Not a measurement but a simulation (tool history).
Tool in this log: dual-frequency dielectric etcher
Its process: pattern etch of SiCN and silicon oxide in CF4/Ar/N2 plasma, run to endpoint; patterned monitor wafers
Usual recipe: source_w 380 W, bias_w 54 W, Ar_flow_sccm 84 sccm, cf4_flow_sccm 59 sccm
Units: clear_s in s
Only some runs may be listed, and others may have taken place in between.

run,hour,source_w,bias_w,Ar_flow_sccm,cf4_flow_sccm,wafers since the last listed run,hours since the last wet clean,hours since the last source power generator calibration,hours since the last bias power generator calibration,hours since the last Ar flow controller change,hours since the last CF4 flow controller change,hours since the last upper electrode change,"incoming incoming film thickness, nm",clear_s
1,0,380,54,84,59,0,10.4,13.3,4027.3,5454.8,1887.7,5590,11.08,14.4
2,32.3,380,54,84,59,620,42.7,45.6,4059.6,5487.1,1920,5622.3,11.01,14.1
3,58.6,380,49,84,59,505,69,71.9,4085.9,5513.4,1946.3,5648.6,11.13,14.8
4,89.8,380,49,84,59,599,100.2,103.1,4117.1,5544.6,1977.5,5679.8,11.1,14.6
5,102.7,380,54,84,59,247,113.1,116,4130,5557.5,1990.4,5692.7,11.1,14.4
6,138.2,420,54,103,59,681,148.6,151.5,4165.5,5593,2025.9,5728.2,11.13,13.6
7,151.4,380,54,84,59,253,161.8,164.7,4178.7,5606.2,2039.1,5741.4,11.13,14.5
# hour 158.1: bias power generator calibrated
8,182.9,420,42,102,59,528,193.3,196.2,24.8,5637.7,2070.6,5772.9,11.11,14.2
# hour 198.3: Ar flow controller replaced
9,229,290,49,94,59,770,239.4,242.3,70.9,30.7,2116.7,5819,11.1,19.5
10,263.8,470,64,102,55,668,274.2,277.1,105.7,65.5,2151.5,5853.8,10.96,11.7
# hour 310.7: CF4 flow controller replaced
11,319.5,380,64,84,59,954,329.9,332.8,161.4,121.2,8.8,5909.5,11.14,14.1
12,345.6,460,54,84,64,501,356,358.9,187.5,147.3,34.9,5935.6,11.07,11.7
13,379.5,380,54,84,59,651,389.9,392.8,221.4,181.2,68.8,5969.5,11.07,14.1
# hour 466: upper electrode replaced
14,476.5,340,58,84,59,1402,486.9,489.8,318.4,278.2,165.8,10.5,11.09,16.1
15,493.1,330,54,84,68,318,503.5,506.4,335,294.8,182.4,27.1,11.07,16.4
16,525.8,450,54,84,59,628,536.2,539.1,367.7,327.5,215.1,59.8,11.13,12.3
17,551.1,320,66,72,74,485,561.5,564.4,393,352.8,240.4,85.1,11.08,15.5
18,568.5,470,64,84,73,334,578.9,581.8,410.4,370.2,257.8,102.5,11,11
# hour 599.7: wet clean of the chamber
19,600.2,380,47,84,46,147,0.5,613.5,442.1,401.9,289.5,134.2,11.08,15.1
20,656.1,440,54,84,45,1073,56.4,669.4,498,457.8,345.4,190.1,11.14,13.1
21,691.3,290,63,70,47,676,91.6,704.6,533.2,493,380.6,225.3,11.02,18.1
22,722.2,470,41,84,49,593,122.5,735.5,564.1,523.9,411.5,256.2,11.08,12.8
23,739,380,49,84,59,322,139.3,752.3,580.9,540.7,428.3,273,11.15,14.8

What the log doesn't show, run by run:
etch rate over this chamber's usual, %: 0 across all the runs
source power that arrives over what is set, %: 0 across all the runs
bias power that arrives over what is set, %: 0 across all the runs
Ar flow that arrives over what is set, %: 0 across all the runs
CF4 flow that arrives over what is set, %: 0 across all the runs
